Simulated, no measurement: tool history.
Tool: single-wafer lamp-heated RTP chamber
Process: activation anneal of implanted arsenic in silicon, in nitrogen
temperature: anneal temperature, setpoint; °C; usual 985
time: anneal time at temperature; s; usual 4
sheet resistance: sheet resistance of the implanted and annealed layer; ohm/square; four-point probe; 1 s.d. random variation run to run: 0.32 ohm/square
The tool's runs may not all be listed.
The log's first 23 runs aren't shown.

| run | hour | temperature | time | wafers since the last listed run | wafers since the last pyrometer calibration | wafers since the reflector plate was cleaned | hours since the gauge calibration | read-back reference wafer on the same gauge, sheet resistance | sheet resistance |
|---|---|---|---|---|---|---|---|---|---|
| 24 | 299.5 | 985 | 4 | 288 | 2085 | 12032 | 133.5 | 148.99 | 155.7 |
| 25 | 307.8 | 985 | 4 | 135 | 2220 | 12168 | 141.8 | 149.01 | 155.62 |
| 26 | 316.4 | 957 | 5 | 140 | 2360 | 12308 | 150.4 | 149.11 | 158.05 |
|  | 334.8 | reflector plate cleaned |
| 27 | 335.3 | 961 | 4 | 177 | 2538 | 8 | 169.3 | 149.05 | 158.55 |
| 28 | 342 | 974 | 3 | 109 | 2647 | 117 | 176 | 148.97 | 158.28 |
| 29 | 355.1 | 985 | 4 | 213 | 2860 | 330 | 189.1 | 149.03 | 155.18 |
| 30 | 366.4 | 1009 | 4 | 184 | 3045 | 515 | 200.4 | 148.94 | 151.78 |
| 31 | 382.2 | 1013 | 6 | 257 | 3302 | 772 | 216.2 | 149.04 | 148.51 |
| 32 | 404.3 | 957 | 4 | 360 | 3662 | 1132 | 238.3 | 149.05 | 157.82 |
| 33 | 411.5 | 1001 | 4 | 117 | 3779 | 1249 | 245.5 | 149 | 152.51 |
| 34 | 421.7 | 968 | 5 | 166 | 3946 | 1416 | 255.7 | 148.99 | 156.57 |
| 35 | 434.1 | 1005 | 3 | 202 | 4148 | 1618 | 268.1 | 149.02 | 153.47 |
| 36 | 442.2 | 1003 | 4 | 131 | 4280 | 1750 | 276.2 | 148.92 | 152.32 |
|  | 473.6 | pyrometer window cleaned and pyrometer calibrated |
| 37 | 474.1 | 975 | 4 | 389 | 7 | 2139 | 308.1 | 149.1 | 157.34 |
| 38 | 488.1 | 975 | 4 | 228 | 235 | 2367 | 322.1 | 149.04 | 157.09 |

What if the next run were any one of these 3? Each begins from the tool's condition after run 38:
| A | 488.5 | 985 | 4 | 6 | 242 | 2374 | 322.5 | ? | ? |
| B | 488.5 | 961 | 3 | 6 | 242 | 2374 | 322.5 | ? | ? |
| C | 488.5 | 997 | 5 | 6 | 242 | 2374 | 322.5 | ? | ? |

| run | read-back reference wafer on the same gauge, sheet resistance | sheet resistance |
|---|---|---|
| A | 148.97 | 156.41 |
| B | 148.97 | 159.75 |
| C | 148.97 | 153.48 |
Without the tool's unlogged condition, the same runs would have read:
| run | sheet resistance |
|---|---|
| A | 156.57 |
| B | 159.85 |
| C | 153.68 |

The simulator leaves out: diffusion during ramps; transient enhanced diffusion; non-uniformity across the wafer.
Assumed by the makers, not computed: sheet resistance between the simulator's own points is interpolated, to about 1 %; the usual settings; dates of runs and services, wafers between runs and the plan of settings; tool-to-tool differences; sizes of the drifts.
